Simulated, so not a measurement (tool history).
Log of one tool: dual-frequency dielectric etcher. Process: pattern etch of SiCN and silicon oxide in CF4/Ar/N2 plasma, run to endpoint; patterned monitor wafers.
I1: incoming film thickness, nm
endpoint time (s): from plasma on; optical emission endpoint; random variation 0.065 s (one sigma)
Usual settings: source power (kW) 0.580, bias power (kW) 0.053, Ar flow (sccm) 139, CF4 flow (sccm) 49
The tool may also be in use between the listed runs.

Run 1, day 0.000: usual settings; I1 13.95. Result: endpoint time (s) 16.2.
Run 2, day 3.921: usual settings; I1 13.93. Result: endpoint time (s) 16.1.
Run 3, day 7.688: usual settings but bias power (kW) 0.063, CF4 flow (sccm) 41; I1 13.86. Result: endpoint time (s) 16.2.
At day 11.212: upper electrode replaced.
Run 4, day 11.233: usual settings but bias power (kW) 0.063, CF4 flow (sccm) 41; I1 13.93. Result: endpoint time (s) 16.3.
At day 11.588: Ar flow controller replaced.
Run 5, day 13.517: usual settings but bias power (kW) 0.047, Ar flow (sccm) 127; I1 13.96. Result: endpoint time (s) 16.4.
At day 14.167: bias power generator calibrated.
At day 15.879: wet clean of the chamber, repeated, since the last time left the tool worse.
Run 6, day 17.000: usual settings but bias power (kW) 0.047, Ar flow (sccm) 127; I1 14.04. Result: endpoint time (s) 15.1.
Run 7, day 20.538: usual settings but bias power (kW) 0.047, Ar flow (sccm) 127; I1 13.98. Result: endpoint time (s) 15.2.
Run 8, day 22.438: usual settings but source power (kW) 0.670; I1 14.07. Result: endpoint time (s) 14.1.
Run 9, day 25.654: usual settings; I1 13.94. Result: endpoint time (s) 15.4.
Run 10, day 29.088: usual settings but source power (kW) 0.470, bias power (kW) 0.045; I1 13.92. Result: endpoint time (s) 17.8.
Run 11, day 32.533: usual settings but bias power (kW) 0.062; I1 14.03. Result: endpoint time (s) 15.1.
Run 12, day 35.658: usual settings but Ar flow (sccm) 156, CF4 flow (sccm) 58; I1 14.11. Result: endpoint time (s) 15.6.
At day 38.429: CF4 flow controller replaced.
At day 39.388: wet clean of the chamber.
Run 13, day 39.408: usual settings but bias power (kW) 0.066; I1 14.01. Result: endpoint time (s) 14.5.
At day 40.704: source power generator calibrated.
Run 14, day 40.771: usual settings; I1 13.98. Result: endpoint time (s) 15.2.
Run 15, day 42.350: usual settings but source power (kW) 0.670, bias power (kW) 0.057, CF4 flow (sccm) 60; I1 13.89. Result: endpoint time (s) 13.1.
Run 16, day 45.346: usual settings but CF4 flow (sccm) 45; I1 13.80. Result: endpoint time (s) 15.4.
Run 17, day 49.279: usual settings but source power (kW) 0.460, bias power (kW) 0.057; I1 13.98. Result: endpoint time (s) 17.2.
Run 18, day 51.521: usual settings but bias power (kW) 0.063, CF4 flow (sccm) 38; I1 14.03. Result: endpoint time (s) 16.0.
Run 19, day 53.492: usual settings but source power (kW) 0.450, CF4 flow (sccm) 39; I1 13.80. Result: endpoint time (s) 18.6.
Run 20, day 56.733: usual settings but Ar flow (sccm) 172, CF4 flow (sccm) 56; I1 14.15. Result: endpoint time (s) 16.2.
At day 60.308: wet clean of the chamber.
Run 21, day 60.329: usual settings but bias power (kW) 0.047; I1 13.99. Result: endpoint time (s) 15.5.
Run 22, day 62.525: usual settings but bias power (kW) 0.062; I1 13.98. Result: endpoint time (s) 14.6.
Run 23, day 66.521: usual settings but source power (kW) 0.530, Ar flow (sccm) 171; I1 13.91. Result: endpoint time (s) 17.0.

5 ways to go on from here, each from the tool as it stands after run 23. What would each give?
Run A, day 66.538: usual settings but Ar flow (sccm) 150; I1 14.18. Result: endpoint time (s) ?.
Run B, day 66.538: usual settings but bias power (kW) 0.062, CF4 flow (sccm) 59; I1 14.18. Result: endpoint time (s) ?.
Run C, day 66.538: usual settings but bias power (kW) 0.040, Ar flow (sccm) 118; I1 14.18. Result: endpoint time (s) ?.
Run D, day 66.538: usual settings but bias power (kW) 0.048; I1 14.18. Result: endpoint time (s) ?.
Run E, day 66.538: usual settings but source power (kW) 0.540, bias power (kW) 0.060, CF4 flow (sccm) 52; I1 14.18. Result: endpoint time (s) ?.

run  endpoint time (s)
  A               15.8
  B               14.2
  C               15.5
  D               15.8
  E               15.4
Without the tool's hidden state the same runs would have given:
run  endpoint time (s)
  A               15.7
  B               14.2
  C               15.4
  D               15.7
  E               15.3

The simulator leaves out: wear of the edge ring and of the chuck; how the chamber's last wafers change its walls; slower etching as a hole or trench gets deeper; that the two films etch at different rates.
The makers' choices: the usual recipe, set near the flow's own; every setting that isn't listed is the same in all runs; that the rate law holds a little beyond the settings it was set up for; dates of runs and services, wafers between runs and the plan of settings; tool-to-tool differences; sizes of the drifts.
